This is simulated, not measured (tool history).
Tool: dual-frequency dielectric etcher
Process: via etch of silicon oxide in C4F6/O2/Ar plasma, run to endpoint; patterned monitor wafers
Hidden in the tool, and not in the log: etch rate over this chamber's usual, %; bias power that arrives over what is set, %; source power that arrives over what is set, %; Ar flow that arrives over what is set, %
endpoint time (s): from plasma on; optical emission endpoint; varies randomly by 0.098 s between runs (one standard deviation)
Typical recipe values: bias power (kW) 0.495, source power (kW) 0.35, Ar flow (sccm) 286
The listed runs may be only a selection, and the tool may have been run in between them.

run	day	bias power (kW)	source power (kW)	Ar flow (sccm)	wafers since the last listed run	hours since the last wet clean	hours since the last bias power generator calibration	hours since the last source power generator calibration	hours since the last Ar flow controller change	hours since the last upper electrode change	incoming incoming film thickness, nm	endpoint time (s)
1	0	0.495	0.35	286	0	210.3	1623.5	2131.7	1818.2	4705.5	93.1	21.6
2	4.146	0.495	0.35	286	1330	309.8	1723	2231.2	1917.7	4805	94.2	22.1
3	6.362	0.495	0.35	286	711	363	1776.2	2284.4	1970.9	4858.2	93.7	22.1
4	8.608	0.495	0.35	286	720	416.9	1830.1	2338.3	2024.8	4912.1	93.2	22.3
5	10.367	0.495	0.35	286	564	459.1	1872.3	2380.5	2067	4954.3	93.6	22.5
# day 13.358: wet clean of the chamber
6	15.95	0.495	0.35	286	1470	62.2	2006.3	2514.5	2201	5088.3	93.4	21.8
7	17.708	0.495	0.4	248	564	104.4	2048.5	2556.7	2243.2	5130.5	91.9	19.9
8	19.283	0.495	0.4	248	505	142.2	2086.3	2594.5	2281	5168.3	93.6	20.4
9	21.317	0.495	0.4	248	652	191	2135.1	2643.3	2329.8	5217.1	93.7	20.5
10	25.538	0.495	0.35	286	1354	292.3	2236.4	2744.6	2431.1	5318.4	94.4	22.2
11	28.017	0.495	0.35	286	795	351.8	2295.9	2804.1	2490.6	5377.9	93.3	22.2
12	32.325	0.495	0.35	286	1382	455.2	2399.3	2907.5	2594	5481.3	93.2	22.4
# day 36.012: wet clean of the chamber
13	36.596	0.495	0.35	286	1049	14	2501.8	3010	2696.5	5583.8	92.5	21.1
14	38.558	0.571	0.35	286	629	61.1	2548.9	3057.1	2743.6	5630.9	92.8	20.4
# day 40.988: source power generator calibrated
15	41.392	0.571	0.35	286	855	129.1	2616.9	9.7	2811.6	5698.9	93.4	20.7
16	45.308	0.418	0.33	255	1256	223.1	2710.9	103.7	2905.6	5792.9	93	23
17	49.317	0.495	0.35	286	1286	319.3	2807.1	199.9	3001.8	5889.1	92.4	21.9
18	51.458	0.603	0.35	286	687	370.7	2858.5	251.3	3053.2	5940.5	94.3	21
# day 53.312: Ar flow controller replaced
# day 55.279: upper electrode replaced
# day 59.058: wet clean of the chamber
19	59.079	0.381	0.35	286	1723	0.5	3041.4	434.2	138.4	91.2	93.2	23.1
20	60.429	0.495	0.4	286	433	32.9	3073.8	466.6	170.8	123.6	93.7	20.4
21	62.792	0.495	0.31	286	758	89.6	3130.5	523.3	227.5	180.3	93.8	22.6
22	65.238	0.405	0.42	333	784	148.3	3189.2	582	286.2	239	92.4	21.8
23	67.292	0.495	0.35	357	659	197.6	3238.5	631.3	335.5	288.3	93.8	22.6
24	69.85	0.456	0.35	286	820	259	3299.9	692.7	396.9	349.7	93.4	22.3
# day 71.367: bias power generator calibrated
25	73.938	0.495	0.35	286	1258	357.1	61.7	790.8	495	447.8	93.6	22.2
26	76.321	0.405	0.42	333	764	414.3	118.9	848	552.2	505	93.3	22.7
27	82.288	0.435	0.44	324	1914	557.5	262.1	991.2	695.4	648.2	93.3	22.3
# day 84.158: wet clean of the chamber
28	84.179	0.558	0.28	229	286	0.5	307.5	1036.6	740.8	693.6	93.4	21.3
29	88.371	0.372	0.3	351	1345	101.1	408.1	1137.2	841.4	794.2	92.6	25.2
30	91.842	0.562	0.39	249	1113	184.4	491.4	1220.5	924.7	877.5	93.4	19.8

Entry by entry between the runs, the difference in hidden state between the last listed run before and the first listed run after:
From run 5 to run 6: wet clean of the chamber (day 13.358)
  etch rate over this chamber's usual, %: -4.32 -> -0.84
  measured value less the no-hidden-state value, endpoint time (s): +1 -> +0.2
From run 12 to run 13: wet clean of the chamber (day 36.012)
  etch rate over this chamber's usual, %: -4.81 -> -0.12
  measured value less the no-hidden-state value, endpoint time (s): +1.1 -> +0
From run 14 to run 15: source power generator calibrated (day 40.988)
  etch rate over this chamber's usual, %: -0.596 -> -1.28
  measured value less the no-hidden-state value, endpoint time (s): +0.1 -> +0.3
From run 18 to run 19: Ar flow controller replaced (day 53.312); upper electrode replaced (day 55.279); wet clean of the chamber (day 59.058)
  etch rate over this chamber's usual, %: -3.72 -> 0.11
  measured value less the no-hidden-state value, endpoint time (s): +0.7 -> +0
From run 24 to run 25: bias power generator calibrated (day 71.367)
  etch rate over this chamber's usual, %: -2.5 -> -3.49
  measured value less the no-hidden-state value, endpoint time (s): +0.6 -> +0.7
From run 27 to run 28: wet clean of the chamber (day 84.158)
  etch rate over this chamber's usual, %: -5.52 -> 0.0322
  measured value less the no-hidden-state value, endpoint time (s): +1.2 -> -0.1
